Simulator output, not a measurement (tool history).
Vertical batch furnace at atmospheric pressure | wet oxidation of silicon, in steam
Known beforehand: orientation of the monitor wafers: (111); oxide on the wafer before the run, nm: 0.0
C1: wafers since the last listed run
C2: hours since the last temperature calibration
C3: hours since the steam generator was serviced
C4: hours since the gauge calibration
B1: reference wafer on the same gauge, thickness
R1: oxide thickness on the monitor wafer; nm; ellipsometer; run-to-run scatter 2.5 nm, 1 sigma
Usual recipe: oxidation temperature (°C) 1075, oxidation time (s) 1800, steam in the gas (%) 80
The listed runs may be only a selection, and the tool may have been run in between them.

Run 1, hour 0: usual settings but oxidation temperature (°C) 1059; C1 0; C2 551.8; C3 1650.2; C4 304.3; B1 533.78. Result: R1 426.53 nm.
Run 2, hour 61.2: usual settings but oxidation time (s) 1200; C1 716; C2 613; C3 1711.4; C4 365.5; B1 532.88. Result: R1 361.65 nm.
Run 3, hour 121.8: usual settings but oxidation time (s) 1200; C1 709; C2 673.6; C3 1772; C4 426.1; B1 533.46. Result: R1 363.41 nm.
Run 4, hour 185.8: usual settings; C1 748; C2 737.6; C3 1836; C4 490.1; B1 532.81. Result: R1 461.6 nm.
Run 5, hour 237.9: usual settings; C1 609; C2 789.7; C3 1888.1; C4 542.2; B1 533.05. Result: R1 458.79 nm.
Run 6, hour 270.3: usual settings; C1 379; C2 822.1; C3 1920.5; C4 574.6; B1 532.34. Result: R1 453.33 nm.
Run 7, hour 300.4: usual settings; C1 352; C2 852.2; C3 1950.6; C4 604.7; B1 533.49. Result: R1 455.66 nm.
Run 8, hour 351: usual settings; C1 592; C2 902.8; C3 2001.2; C4 655.3; B1 533.11. Result: R1 460.8 nm.
Run 9, hour 396.6: usual settings; C1 533; C2 948.4; C3 2046.8; C4 700.9; B1 533.62. Result: R1 455.86 nm.
Run 10, hour 458: usual settings; C1 718; C2 1009.8; C3 2108.2; C4 762.3; B1 533.28. Result: R1 456.58 nm.
Run 11, hour 515.8: usual settings; C1 676; C2 1067.6; C3 2166; C4 820.1; B1 533.6. Result: R1 453 nm.
Run 12, hour 572.7: usual settings but oxidation time (s) 1380; C1 665; C2 1124.5; C3 2222.9; C4 877; B1 533.77. Result: R1 388.92 nm.
Run 13, hour 636.9: usual settings but oxidation time (s) 1380; C1 751; C2 1188.7; C3 2287.1; C4 941.2; B1 532.58. Result: R1 388.57 nm.
At hour 688.4: steam generator serviced.
Run 14, hour 688.9: usual settings but oxidation time (s) 1380; C1 327; C2 1240.7; C3 0.5; C4 993.2; B1 532.89. Result: R1 377.25 nm.
Run 15, hour 713.6: usual settings but oxidation time (s) 1200, steam in the gas (%) 89; C1 289; C2 1265.4; C3 25.2; C4 1017.9; B1 533.58. Result: R1 370.41 nm.
Run 16, hour 784.6: usual settings but oxidation temperature (°C) 1052; C1 830; C2 1336.4; C3 96.2; C4 1088.9; B1 533.03. Result: R1 394.26 nm.
Run 17, hour 906.9: usual settings but oxidation temperature (°C) 1090, oxidation time (s) 2130, steam in the gas (%) 76; C1 1431; C2 1458.7; C3 218.5; C4 1211.2; B1 532.43. Result: R1 500.02 nm.
At hour 971.2: steam generator serviced, repeated, since the last time left the tool worse.
At hour 972: gauge calibrated.
Run 18, hour 974.5: usual settings but oxidation time (s) 2700; C1 510; C2 1526.3; C3 3.3; C4 2.5; B1 532.6. Result: R1 586.22 nm.
Run 19, hour 1022.7: usual settings but steam in the gas (%) 84; C1 563; C2 1574.5; C3 51.5; C4 50.7; B1 532.87. Result: R1 483.23 nm.
Run 20, hour 1051.3: usual settings; C1 334; C2 1603.1; C3 80.1; C4 79.3; B1 533.71. Result: R1 467.35 nm.
At hour 1112: thermocouples replaced and temperature profile calibrated.
Run 21, hour 1112.5: usual settings but oxidation time (s) 2430; C1 435; C2 0.5; C3 141.3; C4 140.5; B1 533.84. Result: R1 552.9 nm.
Run 22, hour 1121.6: usual settings but oxidation temperature (°C) 1062, steam in the gas (%) 75; C1 106; C2 9.6; C3 150.4; C4 149.6; B1 533.1. Result: R1 426.72 nm.
Run 23, hour 1163.3: usual settings but oxidation temperature (°C) 1053, oxidation time (s) 1380, steam in the gas (%) 75; C1 487; C2 51.3; C3 192.1; C4 191.3; B1 532.36. Result: R1 344.16 nm.
Run 24, hour 1219: usual settings but oxidation time (s) 1140; C1 651; C2 107; C3 247.8; C4 247; B1 533.86. Result: R1 360.87 nm.
Run 25, hour 1275.2: usual settings but oxidation time (s) 2670, steam in the gas (%) 86; C1 657; C2 163.2; C3 304; C4 303.2; B1 533.67. Result: R1 607.54 nm.
Run 26, hour 1305.7: usual settings but oxidation temperature (°C) 1100, oxidation time (s) 2580, steam in the gas (%) 84; C1 356; C2 193.7; C3 334.5; C4 333.7; B1 533.42. Result: R1 648.65 nm.
Run 27, hour 1355.8: usual settings but oxidation temperature (°C) 1054, oxidation time (s) 2580; C1 586; C2 243.8; C3 384.6; C4 383.8; B1 533.14. Result: R1 519.89 nm.
Run 28, hour 1396.4: usual settings; C1 475; C2 284.4; C3 425.2; C4 424.4; B1 532.8. Result: R1 470.35 nm.

Run by run, hidden condition taken away, random variation retained:
Hidden conditions of the tool in this case: true tube temperature minus thermocouple reading, K; steam share off its setpoint, % of the setpoint; gauge reads high (%).
run      R1
  1  434.13
  2  368.54
  3  370.82
  4  471.39
  5  469.06
  6  463.82
  7  466.52
  8  472.35
  9   467.8
 10  469.26
 11  466.27
 12  401.12
 13  401.48
 14  402.02
 15   394.8
 16  420.82
 17  531.53
 18  587.91
 19  484.66
 20  468.74
 21  554.57
 22  428.07
 23  345.33
 24   362.1
 25  609.61
 26  650.87
 27  521.89
 28  472.23

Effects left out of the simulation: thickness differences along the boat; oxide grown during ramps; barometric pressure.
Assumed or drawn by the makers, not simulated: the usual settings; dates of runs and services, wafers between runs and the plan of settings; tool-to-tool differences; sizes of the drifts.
